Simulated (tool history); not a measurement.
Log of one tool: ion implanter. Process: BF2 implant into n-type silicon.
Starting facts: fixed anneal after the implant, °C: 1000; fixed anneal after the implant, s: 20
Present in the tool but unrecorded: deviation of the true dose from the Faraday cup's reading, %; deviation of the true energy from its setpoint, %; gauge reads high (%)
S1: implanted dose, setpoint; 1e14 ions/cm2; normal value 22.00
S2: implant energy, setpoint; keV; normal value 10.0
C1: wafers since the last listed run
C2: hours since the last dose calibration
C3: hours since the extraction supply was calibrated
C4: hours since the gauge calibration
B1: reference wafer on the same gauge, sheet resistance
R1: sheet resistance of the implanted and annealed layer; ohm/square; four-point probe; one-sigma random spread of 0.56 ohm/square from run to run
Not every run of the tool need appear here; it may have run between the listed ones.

{"run": 1, "hour": 0.0, "S1": 22.0, "S2": 10.0, "C1": 0, "C2": 312.9, "C3": 2261.0, "C4": 607.4, "B1": 226.79, "R1": 201.76}
{"run": 2, "hour": 37.9, "S1": 22.0, "S2": 10.0, "C1": 882, "C2": 350.8, "C3": 2298.9, "C4": 645.3, "B1": 227.02, "R1": 201.72}
{"run": 3, "hour": 73.2, "S1": 22.0, "S2": 10.0, "C1": 821, "C2": 386.1, "C3": 2334.2, "C4": 680.6, "B1": 227.01, "R1": 202.97}
{"run": 4, "hour": 141.7, "S1": 22.0, "S2": 10.0, "C1": 1594, "C2": 454.6, "C3": 2402.7, "C4": 749.1, "B1": 227.04, "R1": 203.14}
{"hour": 163.0, "done": "gauge calibrated"}
{"run": 5, "hour": 188.7, "S1": 22.0, "S2": 10.0, "C1": 1094, "C2": 501.6, "C3": 2449.7, "C4": 25.7, "B1": 227.04, "R1": 201.43}
{"run": 6, "hour": 238.9, "S1": 22.0, "S2": 12.0, "C1": 1168, "C2": 551.8, "C3": 2499.9, "C4": 75.9, "B1": 227.11, "R1": 190.11}
{"hour": 254.7, "done": "Faraday cup replaced and dose calibrated"}
{"run": 7, "hour": 303.1, "S1": 22.0, "S2": 10.0, "C1": 1308, "C2": 48.4, "C3": 2564.1, "C4": 140.1, "B1": 227.28, "R1": 201.99}
{"run": 8, "hour": 339.7, "S1": 18.65, "S2": 10.0, "C1": 852, "C2": 85.0, "C3": 2600.7, "C4": 176.7, "B1": 227.18, "R1": 204.34}
{"run": 9, "hour": 399.3, "S1": 22.0, "S2": 10.0, "C1": 1387, "C2": 144.6, "C3": 2660.3, "C4": 236.3, "B1": 226.91, "R1": 202.22}
{"run": 10, "hour": 459.0, "S1": 22.0, "S2": 10.0, "C1": 1390, "C2": 204.3, "C3": 2720.0, "C4": 296.0, "B1": 227.03, "R1": 201.01}
{"run": 11, "hour": 509.4, "S1": 22.0, "S2": 10.0, "C1": 1173, "C2": 254.7, "C3": 2770.4, "C4": 346.4, "B1": 227.13, "R1": 203.57}
{"run": 12, "hour": 565.3, "S1": 22.0, "S2": 10.0, "C1": 1301, "C2": 310.6, "C3": 2826.3, "C4": 402.3, "B1": 226.95, "R1": 201.67}
{"run": 13, "hour": 613.3, "S1": 22.0, "S2": 10.0, "C1": 1117, "C2": 358.6, "C3": 2874.3, "C4": 450.3, "B1": 227.19, "R1": 201.48}
{"run": 14, "hour": 650.8, "S1": 27.99, "S2": 10.0, "C1": 873, "C2": 396.1, "C3": 2911.8, "C4": 487.8, "B1": 227.15, "R1": 199.02}
{"run": 15, "hour": 684.4, "S1": 22.0, "S2": 10.0, "C1": 782, "C2": 429.7, "C3": 2945.4, "C4": 521.4, "B1": 226.95, "R1": 201.85}
{"run": 16, "hour": 721.3, "S1": 22.0, "S2": 11.5, "C1": 859, "C2": 466.6, "C3": 2982.3, "C4": 558.3, "B1": 226.82, "R1": 192.31}
{"run": 17, "hour": 769.2, "S1": 26.32, "S2": 7.0, "C1": 1115, "C2": 514.5, "C3": 3030.2, "C4": 606.2, "B1": 226.84, "R1": 225.12}
{"run": 18, "hour": 793.5, "S1": 15.72, "S2": 12.0, "C1": 565, "C2": 538.8, "C3": 3054.5, "C4": 630.5, "B1": 226.93, "R1": 196.02}
{"hour": 811.4, "done": "Faraday cup replaced and dose calibrated"}
{"hour": 814.5, "done": "gauge calibrated"}
{"run": 19, "hour": 841.6, "S1": 27.94, "S2": 8.0, "C1": 933, "C2": 30.2, "C3": 3102.6, "C4": 27.1, "B1": 226.97, "R1": 215.85}
{"run": 20, "hour": 890.1, "S1": 24.28, "S2": 12.0, "C1": 1129, "C2": 78.7, "C3": 3151.1, "C4": 75.6, "B1": 227.26, "R1": 188.01}
{"run": 21, "hour": 961.2, "S1": 28.47, "S2": 9.0, "C1": 1655, "C2": 149.8, "C3": 3222.2, "C4": 146.7, "B1": 226.74, "R1": 206.29}
{"run": 22, "hour": 1026.7, "S1": 15.72, "S2": 12.0, "C1": 1525, "C2": 215.3, "C3": 3287.7, "C4": 212.2, "B1": 227.0, "R1": 196.62}
{"hour": 1046.3, "done": "extraction supply calibrated"}
{"run": 23, "hour": 1090.2, "S1": 27.07, "S2": 13.0, "C1": 1292, "C2": 278.8, "C3": 43.9, "C4": 275.7, "B1": 227.13, "R1": 181.2}
{"run": 24, "hour": 1131.9, "S1": 18.13, "S2": 7.5, "C1": 970, "C2": 320.5, "C3": 85.6, "C4": 317.4, "B1": 226.89, "R1": 223.68}
{"run": 25, "hour": 1177.0, "S1": 24.41, "S2": 10.0, "C1": 1050, "C2": 365.6, "C3": 130.7, "C4": 362.5, "B1": 226.78, "R1": 200.95}
{"hour": 1272.1, "done": "Faraday cup replaced and dose calibrated"}
{"run": 26, "hour": 1272.6, "S1": 22.0, "S2": 9.0, "C1": 2039, "C2": 0.5, "C3": 226.3, "C4": 458.1, "B1": 226.84, "R1": 210.22}
{"run": 27, "hour": 1331.7, "S1": 27.07, "S2": 13.0, "C1": 1376, "C2": 59.6, "C3": 285.4, "C4": 517.2, "B1": 226.97, "R1": 181.88}

Predict each of these 5 candidate next runs independently; none follows another, all start after run 27:
{"run": "A", "hour": 1332.1, "S1": 19.54, "S2": 10.0, "C1": 9, "C2": 60.0, "C3": 285.8, "C4": 517.6, "B1": "?", "R1": "?"}
{"run": "B", "hour": 1332.1, "S1": 22.0, "S2": 6.5, "C1": 9, "C2": 60.0, "C3": 285.8, "C4": 517.6, "B1": "?", "R1": "?"}
{"run": "C", "hour": 1332.1, "S1": 20.03, "S2": 13.0, "C1": 9, "C2": 60.0, "C3": 285.8, "C4": 517.6, "B1": "?", "R1": "?"}
{"run": "D", "hour": 1332.1, "S1": 17.94, "S2": 10.0, "C1": 9, "C2": 60.0, "C3": 285.8, "C4": 517.6, "B1": "?", "R1": "?"}
{"run": "E", "hour": 1332.1, "S1": 17.48, "S2": 11.0, "C1": 9, "C2": 60.0, "C3": 285.8, "C4": 517.6, "B1": "?", "R1": "?"}

run=A B1=226.95 R1=204.58
run=B B1=226.95 R1=232.46
run=C B1=226.95 R1=185.98
run=D B1=226.95 R1=206.01
run=E B1=226.95 R1=199.98
Without the tool's hidden state the same runs would have given:
run=A R1=204.58
run=B R1=232.46
run=C R1=185.98
run=D R1=206.01
run=E R1=199.98
